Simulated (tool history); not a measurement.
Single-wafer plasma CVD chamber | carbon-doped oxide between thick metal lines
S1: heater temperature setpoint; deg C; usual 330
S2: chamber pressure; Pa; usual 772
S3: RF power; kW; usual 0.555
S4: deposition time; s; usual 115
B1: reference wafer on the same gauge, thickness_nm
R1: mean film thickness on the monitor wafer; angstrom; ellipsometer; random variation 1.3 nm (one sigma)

run	hour	S1	S2	S3	S4	B1	R1
1	0	330	772	0.555	115	662.779	6325.76
2	17.8	330	772	0.555	115	663.258	6315.71
# hour 39.7: showerhead replaced
3	41.3	330	772	0.555	115	662.814	6319.17
4	67.2	330	772	0.555	115	663.422	6354.37
5	86.5	330	772	0.555	115	663.039	6339.08
6	115.6	330	772	0.555	115	662.66	6328.41
# hour 126.9: RF generator calibrated
7	146.4	321	772	0.505	115	663.098	6302.03
8	172.7	330	772	0.475	136	662.811	6930.95
# hour 184.7: thermocouple changed; heater temperature recalibrated
9	192	330	772	0.555	115	662.977	6384.96
# hour 203.3: gauge calibrated
10	211.7	322	772	0.555	115	663.207	6592.03
11	240.7	330	772	0.555	115	663.163	6372.16
12	266.9	342	772	0.555	138	662.916	7336.86
13	299.4	330	949	0.555	115	663.034	6531.06
14	319.4	340	857	0.555	131	662.688	7116.46
15	354.3	341	829	0.625	115	663.121	6628.35
# hour 366.9: capacitance manometer re-zeroed and calibrated
16	390.2	324	585	0.555	115	662.792	6309.7
17	410.3	330	772	0.555	115	663.007	6440.72
18	440.1	323	772	0.555	115	662.899	6601.55
19	465.9	330	772	0.555	115	663.242	6424.06
20	494.1	325	833	0.45	98	663.181	5001.68
21	511.3	323	607	0.555	115	662.81	6367.72
22	531.3	330	673	0.495	115	662.677	5907.87
23	565.6	330	772	0.555	115	663.138	6425.72
24	589.7	330	772	0.555	115	662.737	6421.96
25	612.7	330	772	0.555	115	663.007	6413.96
26	637	322	772	0.555	93	663.135	5357.1
27	657.2	330	772	0.555	115	663.311	6386.16
28	674.6	330	772	0.66	115	662.869	7023.56

Forecast run 29:
29	687.3	318	772	0.65	115	?	?

Run 29 gave B1 662.616, R1 7322.6 angstrom.
Without the tool's hidden state the same run would have given R1 7412.19 angstrom.

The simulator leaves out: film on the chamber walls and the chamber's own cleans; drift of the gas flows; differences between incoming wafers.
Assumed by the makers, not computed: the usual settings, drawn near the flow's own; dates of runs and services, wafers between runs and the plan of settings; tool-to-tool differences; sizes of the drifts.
